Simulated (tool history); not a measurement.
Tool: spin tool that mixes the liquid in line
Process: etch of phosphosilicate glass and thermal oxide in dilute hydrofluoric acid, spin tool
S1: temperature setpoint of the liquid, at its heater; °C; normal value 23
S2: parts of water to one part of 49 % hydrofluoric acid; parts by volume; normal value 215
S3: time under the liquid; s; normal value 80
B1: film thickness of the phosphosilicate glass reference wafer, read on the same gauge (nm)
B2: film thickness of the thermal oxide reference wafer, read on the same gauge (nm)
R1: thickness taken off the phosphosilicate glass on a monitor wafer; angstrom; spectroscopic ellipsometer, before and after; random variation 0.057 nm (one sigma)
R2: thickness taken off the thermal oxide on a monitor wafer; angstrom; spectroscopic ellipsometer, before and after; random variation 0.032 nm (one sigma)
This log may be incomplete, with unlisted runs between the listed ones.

run	hour	S1	S2	S3	B1	B2	R1	R2
1	0	23	215	80	140	79.996	153.1	11.51
2	19.7	23	215	80	139.99	80.029	152.6	12.48
3	43.4	23	215	80	140	80	152.4	11.86
# hour 62.3: gauge calibrated
4	62.3	23	215	80	140.02	80.019	152.5	12.41
5	94.7	23	215	80	140	80.001	151.3	12.09
6	117.6	22	215	80	140	79.968	145.7	11.99
7	147.8	23	215	80	139.99	80.013	151.9	12
8	180	23	215	80	139.97	79.977	151.1	12.32
9	197.5	23	215	80	140	79.997	151.5	11.77
10	214.6	23	215	80	140	80.016	151.3	11.79
11	320.1	23	125	65	140.01	79.992	229	18.63
# hour 337.1: thermometer replaced
12	354	23	215	80	140.01	80.012	166.9	13.72
13	383.9	23	215	80	139.99	79.993	165.3	13.22
14	395.9	27.5	215	45	139.98	79.999	110.3	8.75
15	425.3	25	265	80	140.01	79.994	138.1	10.96
# hour 437.8: gauge calibrated
16	442.5	18.5	215	30	140	80.009	52.3	4.16
# hour 514: hydrofluoric acid flow meter replaced
17	549.5	26	160	80	140	80.018	273.4	21.74
18	562.1	23	215	50	139.99	80.021	106.4	8.32
19	591.3	21.5	215	110	140.01	80.032	222	17.99
20	616.4	23	215	65	140	79.979	138.5	10.81
21	628.8	23	215	110	140.01	80.009	235	19.65
22	645.2	23	215	80	140	79.996	170.5	13.32
23	666.1	23	215	80	139.99	79.995	169.8	13.8
24	695.1	19.5	285	125	140	80.001	165.4	12.98
25	719.4	23	290	80	139.99	80.003	116.8	9.21

Below, each run's measurement less what the same run would have read without the hidden state. Both values contain the same run-to-run variation, but the gauge's scatter may not be the same in both:
Hidden state present: liquid colder than its thermometer reads (K); hydrofluoric acid flow below the setpoint (%); gauge reads high (%).
run	R1	R2
1	-21.7	-1.63
2	-21.9	-1.79
3	-22.1	-1.73
4	-22.4	-1.82
5	-22.5	-1.8
6	-22	-1.81
7	-23.2	-1.82
8	-23.4	-1.9
9	-23.7	-1.84
10	-23.7	-1.85
11	-38.7	-3.14
12	-7.9	-0.65
13	-8.1	-0.66
14	-5.6	-0.45
15	-7.5	-0.6
16	-2.8	-0.22
17	-4.6	-0.37
18	-1.9	-0.15
19	-4.3	-0.35
20	-2.9	-0.23
21	-5.1	-0.42
22	-3.9	-0.3
23	-4.1	-0.34
24	-4.3	-0.34
25	-3.2	-0.26
